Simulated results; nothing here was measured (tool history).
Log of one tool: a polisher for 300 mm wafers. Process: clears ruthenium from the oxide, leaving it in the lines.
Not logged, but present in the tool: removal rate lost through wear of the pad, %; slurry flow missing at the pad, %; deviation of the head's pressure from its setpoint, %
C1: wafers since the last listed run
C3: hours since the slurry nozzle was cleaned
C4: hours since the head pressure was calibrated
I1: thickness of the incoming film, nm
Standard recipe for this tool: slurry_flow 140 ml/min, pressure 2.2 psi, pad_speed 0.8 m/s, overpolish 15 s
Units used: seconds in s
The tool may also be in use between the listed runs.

run 1 hour=0 | slurry_flow=140 pressure=2.2 pad_speed=0.8 overpolish=15 | C1=0 wafers_polished_on_this_pad=563 C3=491.7 C4=103 | I1=108.3 | seconds=94.3
-- hour=13.4 slurry nozzle cleaned
run 2 hour=59 | slurry_flow=140 pressure=2.2 pad_speed=0.8 overpolish=15 | C1=267 wafers_polished_on_this_pad=831 C3=45.6 C4=162 | I1=109.4 | seconds=94.2
run 3 hour=86.4 | slurry_flow=140 pressure=2.2 pad_speed=0.8 overpolish=15 | C1=126 wafers_polished_on_this_pad=958 C3=73 C4=189.4 | I1=112 | seconds=96.6
run 4 hour=130.5 | slurry_flow=140 pressure=2.2 pad_speed=0.8 overpolish=15 | C1=203 wafers_polished_on_this_pad=1161 C3=117.1 C4=233.5 | I1=109.5 | seconds=93.4
run 5 hour=174.2 | slurry_flow=140 pressure=2.2 pad_speed=0.8 overpolish=15 | C1=201 wafers_polished_on_this_pad=1363 C3=160.8 C4=277.2 | I1=108.4 | seconds=91.4
run 6 hour=205.9 | slurry_flow=140 pressure=2.2 pad_speed=0.8 overpolish=15 | C1=146 wafers_polished_on_this_pad=1510 C3=192.5 C4=308.9 | I1=109.3 | seconds=94.1
-- hour=260.7 worn pad replaced by a new one
run 7 hour=285.1 | slurry_flow=140 pressure=2.2 pad_speed=0.8 overpolish=15 | C1=347 wafers_polished_on_this_pad=112 C3=271.7 C4=388.1 | I1=108.3 | seconds=91
run 8 hour=349 | slurry_flow=140 pressure=2.2 pad_speed=0.8 overpolish=15 | C1=295 wafers_polished_on_this_pad=407 C3=335.6 C4=452 | I1=108.8 | seconds=91.5
run 9 hour=380.9 | slurry_flow=140 pressure=1.8 pad_speed=0.8 overpolish=9 | C1=147 wafers_polished_on_this_pad=555 C3=367.5 C4=483.9 | I1=109.9 | seconds=112.5
-- hour=426.9 head pressure recalibrated
run 10 hour=447.9 | slurry_flow=140 pressure=2.2 pad_speed=0.8 overpolish=15 | C1=300 wafers_polished_on_this_pad=855 C3=434.5 C4=21 | I1=111.4 | seconds=99.1
run 11 hour=482.6 | slurry_flow=140 pressure=2.2 pad_speed=0.8 overpolish=15 | C1=160 wafers_polished_on_this_pad=1015 C3=469.2 C4=55.7 | I1=110.9 | seconds=97.1
run 12 hour=518.9 | slurry_flow=140 pressure=2.2 pad_speed=0.8 overpolish=19 | C1=167 wafers_polished_on_this_pad=1183 C3=505.5 C4=92 | I1=108.6 | seconds=92.8
-- hour=554.8 slurry nozzle cleaned
run 13 hour=564.3 | slurry_flow=140 pressure=2.2 pad_speed=0.8 overpolish=15 | C1=205 wafers_polished_on_this_pad=1388 C3=9.5 C4=137.4 | I1=110.3 | seconds=94.9
run 14 hour=594.1 | slurry_flow=140 pressure=2.2 pad_speed=0.6 overpolish=11 | C1=137 wafers_polished_on_this_pad=1526 C3=39.3 C4=167.2 | I1=111.3 | seconds=115.4
run 15 hour=663.3 | slurry_flow=140 pressure=2.2 pad_speed=0.6 overpolish=11 | C1=319 wafers_polished_on_this_pad=1845 C3=108.5 C4=236.4 | I1=110.4 | seconds=113.6
run 16 hour=692.7 | slurry_flow=140 pressure=2.2 pad_speed=0.6 overpolish=11 | C1=135 wafers_polished_on_this_pad=1981 C3=137.9 C4=265.8 | I1=110.8 | seconds=113.5
-- hour=736.1 worn pad replaced by a new one
run 17 hour=740.6 | slurry_flow=140 pressure=2.2 pad_speed=0.58 overpolish=24 | C1=202 wafers_polished_on_this_pad=20 C3=185.8 C4=313.7 | I1=109.8 | seconds=114.4
run 18 hour=765.1 | slurry_flow=140 pressure=2.2 pad_speed=0.8 overpolish=15 | C1=113 wafers_polished_on_this_pad=134 C3=210.3 C4=338.2 | I1=110.5 | seconds=92.3
run 19 hour=818 | slurry_flow=175 pressure=3 pad_speed=0.6 overpolish=22 | C1=244 wafers_polished_on_this_pad=378 C3=263.2 C4=391.1 | I1=110.2 | seconds=80.5
run 20 hour=865.3 | slurry_flow=125 pressure=2.8 pad_speed=0.58 overpolish=15 | C1=218 wafers_polished_on_this_pad=596 C3=310.5 C4=438.4 | I1=108.8 | seconds=89.1
run 21 hour=906.9 | slurry_flow=100 pressure=2.8 pad_speed=0.9 overpolish=19 | C1=192 wafers_polished_on_this_pad=788 C3=352.1 C4=480 | I1=110.9 | seconds=69.1
run 22 hour=956.9 | slurry_flow=170 pressure=2 pad_speed=0.8 overpolish=15 | C1=230 wafers_polished_on_this_pad=1019 C3=402.1 C4=530 | I1=111 | seconds=98.9
run 23 hour=994.1 | slurry_flow=95 pressure=1.8 pad_speed=0.7 overpolish=15 | C1=171 wafers_polished_on_this_pad=1191 C3=439.3 C4=567.2 | I1=111.4 | seconds=131.1
run 24 hour=1041 | slurry_flow=140 pressure=2.2 pad_speed=0.8 overpolish=15 | C1=216 wafers_polished_on_this_pad=1408 C3=486.2 C4=614.1 | I1=112.3 | seconds=91.3
-- hour=1048.2 head pressure recalibrated
run 25 hour=1100.2 | slurry_flow=115 pressure=1.7 pad_speed=0.68 overpolish=9 | C1=264 wafers_polished_on_this_pad=1672 C3=545.4 C4=52 | I1=111.2 | seconds=145
-- hour=1139.6 slurry nozzle cleaned
run 26 hour=1142.5 | slurry_flow=120 pressure=1.6 pad_speed=0.54 overpolish=21 | C1=190 wafers_polished_on_this_pad=1863 C3=2.9 C4=94.3 | I1=109.7 | seconds=173.6
-- hour=1199.4 worn pad replaced by a new one
run 27 hour=1199.9 | slurry_flow=140 pressure=2.4 pad_speed=0.8 overpolish=23 | C1=246 wafers_polished_on_this_pad=2 C3=60.3 C4=151.7 | I1=109.1 | seconds=85.7
run 28 hour=1235.1 | slurry_flow=125 pressure=2.2 pad_speed=0.94 overpolish=15 | C1=162 wafers_polished_on_this_pad=164 C3=95.5 C4=186.9 | I1=110.5 | seconds=84.9
run 29 hour=1440.2 | slurry_flow=185 pressure=2.2 pad_speed=0.96 overpolish=15 | C1=947 wafers_polished_on_this_pad=1112 C3=300.6 C4=392 | I1=110.3 | seconds=77.6
run 30 hour=1472.2 | slurry_flow=140 pressure=2.6 pad_speed=1.06 overpolish=15 | C1=147 wafers_polished_on_this_pad=1260 C3=332.6 C4=424 | I1=112.2 | seconds=64.2
-- hour=1575.7 worn pad replaced by a new one
-- hour=1617.5 head pressure recalibrated
-- hour=1655.6 slurry nozzle cleaned
run 31 hour=1661.4 | slurry_flow=90 pressure=2.2 pad_speed=0.8 overpolish=10 | C1=841 wafers_polished_on_this_pad=382 C3=5.8 C4=43.9 | I1=111 | seconds=101.3
run 32 hour=1710.6 | slurry_flow=140 pressure=2.2 pad_speed=0.8 overpolish=15 | C1=227 wafers_polished_on_this_pad=609 C3=55 C4=93.1 | I1=108.9 | seconds=91.9
run 33 hour=1763.1 | slurry_flow=115 pressure=2.8 pad_speed=1.06 overpolish=18 | C1=242 wafers_polished_on_this_pad=851 C3=107.5 C4=145.6 | I1=109.5 | seconds=60.6
run 34 hour=1823 | slurry_flow=140 pressure=2.2 pad_speed=0.56 overpolish=15 | C1=276 wafers_polished_on_this_pad=1128 C3=167.4 C4=205.5 | I1=110 | seconds=117.3
run 35 hour=1866.4 | slurry_flow=140 pressure=2.6 pad_speed=1.06 overpolish=15 | C1=200 wafers_polished_on_this_pad=1328 C3=210.8 C4=248.9 | I1=109.5 | seconds=61.8
run 36 hour=1931.3 | slurry_flow=140 pressure=2.2 pad_speed=0.8 overpolish=15 | C1=299 wafers_polished_on_this_pad=1628 C3=275.7 C4=313.8 | I1=109.3 | seconds=90
run 37 hour=1961.9 | slurry_flow=140 pressure=2.2 pad_speed=0.8 overpolish=15 | C1=141 wafers_polished_on_this_pad=1770 C3=306.3 C4=344.4 | I1=109.7 | seconds=90.1

What if the next run were any one of these 3? Each begins from the tool's condition after run 37:
run A hour=1962.4 | slurry_flow=105 pressure=2.2 pad_speed=0.8 overpolish=15 | C1=2 wafers_polished_on_this_pad=1772 C3=306.8 C4=344.9 | I1=110.6 | seconds=?
run B hour=1962.4 | slurry_flow=140 pressure=2.2 pad_speed=0.58 overpolish=21 | C1=2 wafers_polished_on_this_pad=1772 C3=306.8 C4=344.9 | I1=110.6 | seconds=?
run C hour=1962.4 | slurry_flow=140 pressure=2.2 pad_speed=1.02 overpolish=15 | C1=2 wafers_polished_on_this_pad=1772 C3=306.8 C4=344.9 | I1=110.6 | seconds=?

run=A seconds=94.4
run=B seconds=113.2
run=C seconds=75.7
Take away the tool's hidden state, keep each run's random variation, and the runs would have read:
run=A seconds=102.2
run=B seconds=122.5
run=C seconds=81.9
